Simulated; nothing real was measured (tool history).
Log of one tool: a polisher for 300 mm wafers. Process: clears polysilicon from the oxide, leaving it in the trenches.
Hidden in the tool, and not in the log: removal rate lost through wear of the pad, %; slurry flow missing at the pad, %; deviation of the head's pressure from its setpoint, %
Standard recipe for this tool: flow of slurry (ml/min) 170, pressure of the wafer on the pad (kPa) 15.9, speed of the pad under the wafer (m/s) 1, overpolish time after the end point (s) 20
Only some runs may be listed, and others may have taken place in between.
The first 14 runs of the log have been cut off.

| run | hour | flow of slurry (ml/min) | pressure of the wafer on the pad (kPa) | speed of the pad under the wafer (m/s) | overpolish time after the end point (s) | wafers since the last listed run | wafers polished on this pad | hours since the slurry nozzle was cleaned | hours since the head pressure was calibrated | incoming thickness of the incoming film, nm | time until the end point was called (s) |
|---|---|---|---|---|---|---|---|---|---|---|---|
| 15 | 1156.1 | 170 | 15.9 | 0.72 | 20 | 1045 | 5321 | 149.6 | 428.9 | 776.3 | 96.2 |
| 16 | 1206.9 | 170 | 15.9 | 1 | 20 | 655 | 5977 | 200.4 | 479.7 | 770.5 | 69.8 |
|  | 1226.2 | worn pad replaced by a new one |
|  | 1227.2 | head pressure recalibrated |
| 17 | 1287.7 | 170 | 15.9 | 1 | 20 | 977 | 779 | 281.2 | 60.5 | 766.7 | 70.6 |
| 18 | 1360.6 | 170 | 11 | 1 | 20 | 940 | 1719 | 354.1 | 133.4 | 773 | 99.6 |
| 19 | 1407.3 | 125 | 15.9 | 1 | 20 | 602 | 2322 | 400.8 | 180.1 | 796.1 | 78.3 |
| 20 | 1459.3 | 185 | 17.9 | 1.3 | 9 | 670 | 2992 | 452.8 | 232.1 | 782.6 | 48.4 |
|  | 1561.2 | slurry nozzle cleaned |
| 21 | 1561.7 | 190 | 18.6 | 1 | 20 | 1307 | 4300 | 0.5 | 334.5 | 786.5 | 59.3 |
| 22 | 1596.8 | 170 | 20.7 | 1.16 | 20 | 452 | 4753 | 35.6 | 369.6 | 770.1 | 46.6 |
|  | 1662.4 | head pressure recalibrated |
|  | 1688.4 | worn pad replaced by a new one |
| 23 | 1688.9 | 135 | 15.9 | 1 | 8 | 1110 | 6 | 127.7 | 26.5 | 777.6 | 73.4 |
| 24 | 1768.9 | 170 | 14.5 | 1 | 20 | 1031 | 1037 | 207.7 | 106.5 | 782.2 | 76.4 |
| 25 | 1857.8 | 215 | 15.9 | 1.18 | 13 | 1146 | 2184 | 296.6 | 195.4 | 783.9 | 58.1 |
| 26 | 1932.6 | 230 | 15.9 | 1 | 20 | 964 | 3149 | 371.4 | 270.2 | 785.2 | 68.2 |
| 27 | 2028.7 | 140 | 19.3 | 0.66 | 30 | 1239 | 4388 | 467.5 | 366.3 | 781.2 | 94.4 |
|  | 2040.2 | slurry nozzle cleaned |
| 28 | 2072.1 | 170 | 15.9 | 1 | 20 | 546 | 4935 | 31.9 | 409.7 | 782.4 | 68.3 |
| 29 | 2133.7 | 170 | 13.1 | 1 | 10 | 794 | 5729 | 93.5 | 471.3 | 789.3 | 83.6 |
|  | 2178.1 | head pressure recalibrated |
|  | 2210 | worn pad replaced by a new one |
| 30 | 2210.8 | 170 | 15.9 | 0.9 | 12 | 916 | 10 | 170.6 | 32.7 | 785.1 | 78.9 |

Expected results for the next run?
| 31 | 2270 | 170 | 15.9 | 1 | 31 | 763 | 774 | 229.8 | 91.9 | 788.3 | ? |

time until the end point was called (s): 71
On a tool with no hidden condition, and with the same random variation, this run would have come out at time until the end point was called (s) 70.6.
